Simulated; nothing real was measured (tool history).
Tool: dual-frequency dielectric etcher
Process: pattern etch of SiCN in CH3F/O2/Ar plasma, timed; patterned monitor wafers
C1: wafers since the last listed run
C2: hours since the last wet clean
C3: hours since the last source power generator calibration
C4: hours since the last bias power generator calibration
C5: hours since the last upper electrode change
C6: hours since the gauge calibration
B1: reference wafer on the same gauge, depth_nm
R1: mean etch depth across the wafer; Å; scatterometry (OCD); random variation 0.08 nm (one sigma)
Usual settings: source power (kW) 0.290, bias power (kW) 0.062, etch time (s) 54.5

Run 1, day 0.000: usual settings; C1 0; C2 452.1; C3 528.6; C4 3714.6; C5 5209.0; C6 3745.0; B1 14.00. Result: R1 156.5 Å.
Run 2, day 3.217: usual settings; C1 1219; C2 529.3; C3 605.8; C4 3791.8; C5 5286.2; C6 3822.2; B1 13.99. Result: R1 154.0 Å.
Run 3, day 7.462: usual settings; C1 1609; C2 631.2; C3 707.7; C4 3893.7; C5 5388.1; C6 3924.1; B1 13.94. Result: R1 155.2 Å.
At day 9.954: gauge calibrated.
At day 10.362: wet clean of the chamber.
Run 4, day 10.450: usual settings; C1 753; C2 2.1; C3 779.4; C4 3965.4; C5 5459.8; C6 11.9; B1 14.38. Result: R1 159.5 Å.
Run 5, day 13.238: usual settings; C1 1056; C2 69.0; C3 846.3; C4 4032.3; C5 5526.7; C6 78.8; B1 14.37. Result: R1 160.0 Å.
Run 6, day 17.733: usual settings; C1 1704; C2 176.9; C3 954.2; C4 4140.2; C5 5634.6; C6 186.7; B1 14.37. Result: R1 158.6 Å.
Run 7, day 20.279: usual settings but source power (kW) 0.360; C1 965; C2 238.0; C3 1015.3; C4 4201.3; C5 5695.7; C6 247.8; B1 14.38. Result: R1 173.2 Å.
Run 8, day 26.888: usual settings but source power (kW) 0.340, bias power (kW) 0.055, etch time (s) 64.0; C1 2505; C2 396.6; C3 1173.9; C4 4359.9; C5 5854.3; C6 406.4; B1 14.38. Result: R1 185.4 Å.
Run 9, day 31.012: usual settings but source power (kW) 0.360; C1 1563; C2 495.6; C3 1272.9; C4 4458.9; C5 5953.3; C6 505.4; B1 14.37. Result: R1 171.0 Å.
Run 10, day 32.742: usual settings but source power (kW) 0.330, bias power (kW) 0.048, etch time (s) 42.5; C1 655; C2 537.1; C3 1314.4; C4 4500.4; C5 5994.8; C6 546.9; B1 14.37. Result: R1 111.4 Å.
Run 11, day 34.392: usual settings but source power (kW) 0.260, bias power (kW) 0.069, etch time (s) 64.0; C1 625; C2 576.7; C3 1354.0; C4 4540.0; C5 6034.4; C6 586.5; B1 14.37. Result: R1 190.8 Å.
At day 35.129: bias power generator calibrated.
At day 36.762: upper electrode replaced.
Run 12, day 36.783: usual settings but source power (kW) 0.360, bias power (kW) 0.055, etch time (s) 41.0; C1 464; C2 634.1; C3 1411.4; C4 39.7; C5 0.5; C6 643.9; B1 14.37. Result: R1 122.0 Å.
Run 13, day 39.033: usual settings but etch time (s) 69.5; C1 853; C2 688.1; C3 1465.4; C4 93.7; C5 54.5; C6 697.9; B1 14.36. Result: R1 203.9 Å.
Run 14, day 41.121: usual settings but source power (kW) 0.360; C1 791; C2 738.2; C3 1515.5; C4 143.8; C5 104.6; C6 748.0; B1 14.37. Result: R1 171.1 Å.
At day 43.488: wet clean of the chamber.
Run 15, day 43.508: usual settings but source power (kW) 0.330, etch time (s) 47.0; C1 526; C2 0.5; C3 1572.8; C4 201.1; C5 161.9; C6 805.3; B1 14.37. Result: R1 143.6 Å.
Run 16, day 45.883: usual settings; C1 900; C2 57.5; C3 1629.8; C4 258.1; C5 218.9; C6 862.3; B1 14.36. Result: R1 159.7 Å.
Run 17, day 49.225: usual settings but bias power (kW) 0.056, etch time (s) 63.0; C1 1266; C2 137.7; C3 1710.0; C4 338.3; C5 299.1; C6 942.5; B1 14.35. Result: R1 174.5 Å.
Run 18, day 51.758: usual settings; C1 960; C2 198.5; C3 1770.8; C4 399.1; C5 359.9; C6 1003.3; B1 14.34. Result: R1 158.9 Å.
At day 54.562: source power generator calibrated.
Run 19, day 55.588: usual settings; C1 1388; C2 290.4; C3 24.6; C4 491.0; C5 451.8; C6 1095.2; B1 14.33. Result: R1 159.5 Å.
Run 20, day 58.421: usual settings but etch time (s) 60.0; C1 1074; C2 358.4; C3 92.6; C4 559.0; C5 519.8; C6 1163.2; B1 14.32. Result: R1 175.7 Å.
Run 21, day 62.446: usual settings but source power (kW) 0.350; C1 1526; C2 455.0; C3 189.2; C4 655.6; C5 616.4; C6 1259.8; B1 14.33. Result: R1 170.7 Å.
Run 22, day 64.596: usual settings; C1 815; C2 506.6; C3 240.8; C4 707.2; C5 668.0; C6 1311.4; B1 14.33. Result: R1 159.2 Å.
Run 23, day 66.325: usual settings but bias power (kW) 0.056, etch time (s) 68.5; C1 655; C2 548.1; C3 282.3; C4 748.7; C5 709.5; C6 1352.9; B1 14.32. Result: R1 189.4 Å.
Run 24, day 68.217: usual settings; C1 717; C2 593.5; C3 327.7; C4 794.1; C5 754.9; C6 1398.3; B1 14.31. Result: R1 159.7 Å.
Run 25, day 69.992: usual settings but source power (kW) 0.260; C1 672; C2 636.1; C3 370.3; C4 836.7; C5 797.5; C6 1440.9; B1 14.31. Result: R1 152.5 Å.
Run 26, day 72.746: usual settings but source power (kW) 0.230, bias power (kW) 0.072, etch time (s) 60.0; C1 1044; C2 702.2; C3 436.4; C4 902.8; C5 863.6; C6 1507.0; B1 14.32. Result: R1 176.2 Å.
Run 27, day 75.292: usual settings but etch time (s) 61.0; C1 965; C2 763.3; C3 497.5; C4 963.9; C5 924.7; C6 1568.1; B1 14.30. Result: R1 179.4 Å.
At day 78.258: wet clean of the chamber.
Run 28, day 78.408: usual settings but source power (kW) 0.350, bias power (kW) 0.070; C1 802; C2 3.6; C3 572.3; C4 1038.7; C5 999.5; C6 1642.9; B1 14.31. Result: R1 181.6 Å.
Run 29, day 82.871: usual settings but etch time (s) 60.0; C1 1691; C2 110.7; C3 679.4; C4 1145.8; C5 1106.6; C6 1750.0; B1 14.27. Result: R1 174.5 Å.
Run 30, day 87.188: usual settings but source power (kW) 0.320, etch time (s) 62.5; C1 1636; C2 214.3; C3 783.0; C4 1249.4; C5 1210.2; C6 1853.6; B1 14.28. Result: R1 190.1 Å.
Run 31, day 90.717: usual settings but source power (kW) 0.250, bias power (kW) 0.051, etch time (s) 68.0; C1 1338; C2 299.0; C3 867.7; C4 1334.1; C5 1294.9; C6 1938.3; B1 14.27. Result: R1 168.6 Å.

3 ways to go on from here, each from the tool as it stands after run 31. What would each give?
Run A, day 90.733: usual settings but etch time (s) 48.5; C1 6; C2 299.4; C3 868.1; C4 1334.5; C5 1295.3; C6 1938.7; B1 ?. Result: R1 ?.
Run B, day 90.733: usual settings but source power (kW) 0.310, bias power (kW) 0.049, etch time (s) 44.5; C1 6; C2 299.4; C3 868.1; C4 1334.5; C5 1295.3; C6 1938.7; B1 ?. Result: R1 ?.
Run C, day 90.733: usual settings but bias power (kW) 0.051, etch time (s) 45.0; C1 6; C2 299.4; C3 868.1; C4 1334.5; C5 1295.3; C6 1938.7; B1 ?. Result: R1 ?.

run     B1     R1
  A  14.25  142.8
  B  14.25  117.0
  C  14.25  118.4
Without the tool's hidden state the same runs would have given:
run     R1
  A  144.2
  B  118.1
  C  119.5
